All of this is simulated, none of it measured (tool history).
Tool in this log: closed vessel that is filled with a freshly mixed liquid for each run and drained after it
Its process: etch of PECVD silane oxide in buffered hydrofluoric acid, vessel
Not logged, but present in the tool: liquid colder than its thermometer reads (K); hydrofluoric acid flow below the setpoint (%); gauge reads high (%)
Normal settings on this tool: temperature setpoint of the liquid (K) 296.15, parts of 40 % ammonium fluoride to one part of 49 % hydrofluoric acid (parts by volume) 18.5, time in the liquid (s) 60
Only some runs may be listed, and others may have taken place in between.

run	hour	temperature setpoint of the liquid (K)	parts of 40 % ammonium fluoride to one part of 49 % hydrofluoric acid (parts by volume)	time in the liquid (s)	wafers since the last listed run	hours since the thermometer was replaced	hours since the hydrofluoric acid flow meter was replaced	hours since the gauge calibration	read-back film thickness of the PECVD silane oxide reference wafer, read on the same gauge (nm)	thickness taken off the PECVD silane oxide on a monitor wafer (Å)
1	0.0	296.15	18.5	80	0	2233.2	913.2	299.9	69.97	665.3
2	10.3	296.15	18.5	80	1215	2243.5	923.5	310.2	69.98	650.5
3	25.5	296.15	18.5	60	1793	2258.7	938.7	325.4	70.01	490.5
4	58.9	296.15	18.5	60	3940	2292.1	972.1	358.8	69.97	484.3
5	72.1	296.15	18.5	60	1557	2305.3	985.3	372.0	69.98	489.2
6	81.3	296.15	15.0	60	1085	2314.5	994.5	381.2	70.00	596.5
7	88.8	296.15	15.0	60	884	2322.0	1002.0	388.7	70.00	589.5
8	104.4	299.15	18.5	60	1840	2337.6	1017.6	404.3	69.99	571.6
9	120.2	299.15	18.5	60	1864	2353.4	1033.4	420.1	70.02	566.3
10	126.9	296.15	18.5	60	790	2360.1	1040.1	426.8	70.00	488.6
11	141.9	296.15	18.5	60	1769	2375.1	1055.1	441.8	70.01	480.2
# hour 148.3: thermometer replaced
12	157.5	296.15	18.5	35	1722	9.2	1070.7	457.4	70.04	281.6
13	167.8	296.15	18.5	35	1215	19.5	1081.0	467.7	70.04	282.2
14	178.7	296.15	18.5	35	1286	30.4	1091.9	478.6	70.00	277.0
15	190.1	291.65	15.0	85	1344	41.8	1103.3	490.0	69.99	656.8
16	205.9	296.15	23.0	60	1864	57.6	1119.1	505.8	69.99	417.8
17	215.5	293.65	18.5	60	1132	67.2	1128.7	515.4	70.00	416.7
18	230.9	296.15	18.5	60	1816	82.6	1144.1	530.8	70.03	475.4
# hour 232.4: hydrofluoric acid flow meter replaced
19	240.1	296.15	18.5	60	967	91.8	7.7	540.0	70.01	535.4
20	252.1	296.15	25.0	75	1415	103.8	19.7	552.0	70.01	527.0
21	260.8	293.15	15.5	85	1026	112.5	28.4	560.7	70.00	762.6
22	276.4	294.15	18.5	60	1840	128.1	44.0	576.3	69.97	480.6
23	296.4	296.15	18.5	60	2359	148.1	64.0	596.3	70.00	529.9
24	304.3	296.15	15.0	85	932	156.0	71.9	604.2	70.00	912.9
25	317.6	298.15	24.5	85	1569	169.3	85.2	617.5	70.01	686.4
# hour 333.6: gauge calibrated
26	370.9	296.15	18.5	60	6288	222.6	138.5	37.3	69.98	522.1
27	386.7	296.15	13.0	30	1864	238.4	154.3	53.1	70.00	367.5
28	400.5	296.15	18.5	60	1628	252.2	168.1	66.9	70.02	527.6
29	413.6	294.65	15.0	60	1545	265.3	181.2	80.0	70.00	596.5
30	440.7	292.15	23.0	40	3197	292.4	208.3	107.1	69.98	236.6
31	451.1	291.65	24.0	45	1227	302.8	218.7	117.5	70.00	248.8
32	465.5	296.15	18.5	60	1698	317.2	233.1	131.9	70.05	528.9
33	475.7	296.15	24.5	80	1203	327.4	243.3	142.1	70.00	565.3
34	490.4	296.15	24.0	70	1734	342.1	258.0	156.8	70.05	503.5

For some of the steps in thickness taken off the PECVD silane oxide on a monitor wafer (Å) from one run to the next: how much would appear even if the tool had no hidden state, given the settings, what came in and random variation, and how much remains for the hidden state plus any gauge scatter that the measured result and the result without hidden state don't share?
Run 14 -> 15: temperature setpoint of the liquid (K) 296.15 -> 291.65, parts of 40 % ammonium fluoride to one part of 49 % hydrofluoric acid (parts by volume) 18.5 -> 15.0, time in the liquid (s) 35 -> 85. thickness taken off the PECVD silane oxide on a monitor wafer (Å) +379.8: hidden state -51.7, all else +431.5.
Run 15 -> 16: temperature setpoint of the liquid (K) 291.65 -> 296.15, parts of 40 % ammonium fluoride to one part of 49 % hydrofluoric acid (parts by volume) 15.0 -> 23.0, time in the liquid (s) 85 -> 60. thickness taken off the PECVD silane oxide on a monitor wafer (Å) -239.0: hidden state +45.7, all else -284.7.
Run 18 -> 19: hydrofluoric acid flow meter replaced. thickness taken off the PECVD silane oxide on a monitor wafer (Å) +60.0: hidden state +53.9, all else +6.1.
Run 23 -> 24: parts of 40 % ammonium fluoride to one part of 49 % hydrofluoric acid (parts by volume) 18.5 -> 15.0, time in the liquid (s) 60 -> 85. thickness taken off the PECVD silane oxide on a monitor wafer (Å) +383.0: hidden state -3.4, all else +386.4.
Run 29 -> 30: temperature setpoint of the liquid (K) 294.65 -> 292.15, parts of 40 % ammonium fluoride to one part of 49 % hydrofluoric acid (parts by volume) 15.0 -> 23.0, time in the liquid (s) 60 -> 40. thickness taken off the PECVD silane oxide on a monitor wafer (Å) -359.9: hidden state +7.8, all else -367.7.
